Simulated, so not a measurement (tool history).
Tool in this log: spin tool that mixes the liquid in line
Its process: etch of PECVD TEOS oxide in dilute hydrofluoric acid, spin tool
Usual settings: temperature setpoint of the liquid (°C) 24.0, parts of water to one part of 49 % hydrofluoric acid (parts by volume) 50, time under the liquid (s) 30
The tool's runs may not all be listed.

| run | hour | temperature setpoint of the liquid (°C) | parts of water to one part of 49 % hydrofluoric acid (parts by volume) | time under the liquid (s) | wafers since the last listed run | hours since the thermometer was replaced | hours since the hydrofluoric acid flow meter was replaced | hours since the gauge calibration | read-back film thickness of the PECVD TEOS oxide reference wafer, read on the same gauge (nm) | thickness taken off the PECVD TEOS oxide on a monitor wafer (Å) |
|---|---|---|---|---|---|---|---|---|---|---|
| 1 | 0.0 | 26.0 | 50 | 30 | 0 | 979.4 | 373.0 | 679.2 | 149.99 | 193.7 |
| 2 | 57.8 | 24.0 | 50 | 30 | 899 | 1037.2 | 430.8 | 737.0 | 149.97 | 179.2 |
| 3 | 113.4 | 24.0 | 50 | 30 | 865 | 1092.8 | 486.4 | 792.6 | 149.99 | 177.8 |
| 4 | 167.8 | 24.0 | 50 | 30 | 846 | 1147.2 | 540.8 | 847.0 | 150.00 | 177.4 |
| 5 | 212.6 | 24.0 | 50 | 30 | 697 | 1192.0 | 585.6 | 891.8 | 149.99 | 177.9 |
| 6 | 270.3 | 24.0 | 50 | 30 | 897 | 1249.7 | 643.3 | 949.5 | 150.01 | 178.1 |
| 7 | 319.7 | 24.0 | 50 | 30 | 768 | 1299.1 | 692.7 | 998.9 | 150.01 | 175.9 |
| 8 | 357.8 | 24.0 | 40 | 15 | 592 | 1337.2 | 730.8 | 1037.0 | 150.02 | 111.6 |
| 9 | 410.3 | 24.0 | 50 | 45 | 816 | 1389.7 | 783.3 | 1089.5 | 149.98 | 265.8 |
| 10 | 481.8 | 24.0 | 50 | 45 | 1112 | 1461.2 | 854.8 | 1161.0 | 150.03 | 263.8 |
| 11 | 521.9 | 24.0 | 50 | 45 | 623 | 1501.3 | 894.9 | 1201.1 | 149.96 | 263.3 |
| 12 | 570.4 | 24.0 | 50 | 30 | 754 | 1549.8 | 943.4 | 1249.6 | 149.96 | 175.0 |
| 13 | 658.3 | 24.0 | 50 | 30 | 1367 | 1637.7 | 1031.3 | 1337.5 | 150.01 | 174.4 |
| 14 | 711.5 | 24.0 | 40 | 30 | 827 | 1690.9 | 1084.5 | 1390.7 | 150.01 | 219.7 |
|  | 781.9 | thermometer replaced |
| 15 | 804.0 | 24.0 | 50 | 30 | 1423 | 22.1 | 1177.0 | 1483.2 | 150.01 | 170.9 |
| 16 | 860.3 | 20.0 | 40 | 30 | 875 | 78.4 | 1233.3 | 1539.5 | 150.02 | 183.9 |
|  | 893.7 | hydrofluoric acid flow meter replaced |
| 17 | 957.7 | 28.0 | 50 | 40 | 1499 | 175.8 | 64.0 | 1636.9 | 150.01 | 284.1 |
| 18 | 1123.4 | 22.0 | 50 | 40 | 2578 | 341.5 | 229.7 | 1802.6 | 150.03 | 222.6 |
| 19 | 1372.8 | 21.5 | 70 | 40 | 3880 | 590.9 | 479.1 | 2052.0 | 149.96 | 149.5 |
| 20 | 1443.0 | 27.0 | 60 | 45 | 1092 | 661.1 | 549.3 | 2122.2 | 149.97 | 246.9 |
| 21 | 1522.1 | 21.5 | 35 | 30 | 1230 | 740.2 | 628.4 | 2201.3 | 150.01 | 233.9 |
| 22 | 1571.0 | 24.0 | 50 | 30 | 760 | 789.1 | 677.3 | 2250.2 | 150.04 | 175.7 |
| 23 | 1623.9 | 27.0 | 55 | 15 | 823 | 842.0 | 730.2 | 2303.1 | 150.00 | 90.0 |
| 24 | 1678.0 | 26.5 | 50 | 30 | 841 | 896.1 | 784.3 | 2357.2 | 150.03 | 193.7 |
| 25 | 1762.5 | 27.0 | 40 | 40 | 1314 | 980.6 | 868.8 | 2441.7 | 150.01 | 335.4 |
| 26 | 1864.8 | 19.5 | 30 | 15 | 1591 | 1082.9 | 971.1 | 2544.0 | 150.02 | 124.8 |
| 27 | 1964.2 | 24.0 | 50 | 30 | 1546 | 1182.3 | 1070.5 | 2643.4 | 150.01 | 174.9 |
|  | 1973.5 | gauge calibrated |
| 28 | 2069.7 | 20.5 | 35 | 30 | 1641 | 1287.8 | 1176.0 | 96.2 | 150.07 | 219.0 |
| 29 | 2113.0 | 24.0 | 30 | 30 | 673 | 1331.1 | 1219.3 | 139.5 | 150.00 | 297.2 |
| 30 | 2159.6 | 21.0 | 25 | 15 | 725 | 1377.7 | 1265.9 | 186.1 | 150.02 | 158.1 |
| 31 | 2230.0 | 19.5 | 50 | 30 | 1095 | 1448.1 | 1336.3 | 256.5 | 150.01 | 141.7 |
| 32 | 2318.8 | 24.0 | 50 | 45 | 1381 | 1536.9 | 1425.1 | 345.3 | 150.02 | 257.5 |
|  | 2349.3 | hydrofluoric acid flow meter replaced |
| 33 | 2629.4 | 24.0 | 50 | 15 | 4816 | 1847.5 | 280.1 | 655.9 | 149.99 | 90.0 |
|  | 2632.9 | thermometer replaced |
| 34 | 2753.2 | 24.0 | 65 | 20 | 1910 | 120.3 | 403.9 | 779.7 | 150.07 | 90.6 |

Hidden state or all else? Some run-to-run changes of thickness taken off the PECVD TEOS oxide on a monitor wafer (Å), split into what the settings, what came in and random variation would give without the hidden state, and what is left for the hidden state (with any gauge scatter that isn't in both results):
Hidden state at play: liquid hotter than its thermometer reads (K); hydrofluoric acid flow below the setpoint (%); gauge reads high (%).
Run 8 -> 9: parts of water to one part of 49 % hydrofluoric acid (parts by volume) 40 -> 50, time under the liquid (s) 15 -> 45. thickness taken off the PECVD TEOS oxide on a monitor wafer (Å) +154.2: hidden state -6.6, all else +160.8.
Run 16 -> 17: temperature setpoint of the liquid (°C) 20.0 -> 28.0, parts of water to one part of 49 % hydrofluoric acid (parts by volume) 40 -> 50, time under the liquid (s) 30 -> 40, hydrofluoric acid flow meter replaced. thickness taken off the PECVD TEOS oxide on a monitor wafer (Å) +100.2: hidden state +8.9, all else +91.3.
Run 25 -> 26: temperature setpoint of the liquid (°C) 27.0 -> 19.5, parts of water to one part of 49 % hydrofluoric acid (parts by volume) 40 -> 30, time under the liquid (s) 40 -> 15. thickness taken off the PECVD TEOS oxide on a monitor wafer (Å) -210.6: hidden state +8.6, all else -219.2.
Run 31 -> 32: temperature setpoint of the liquid (°C) 19.5 -> 24.0, time under the liquid (s) 30 -> 45. thickness taken off the PECVD TEOS oxide on a monitor wafer (Å) +115.8: hidden state -8.7, all else +124.5.
Run 32 -> 33: time under the liquid (s) 45 -> 15, hydrofluoric acid flow meter replaced. thickness taken off the PECVD TEOS oxide on a monitor wafer (Å) -167.5: hidden state +16.1, all else -183.6.
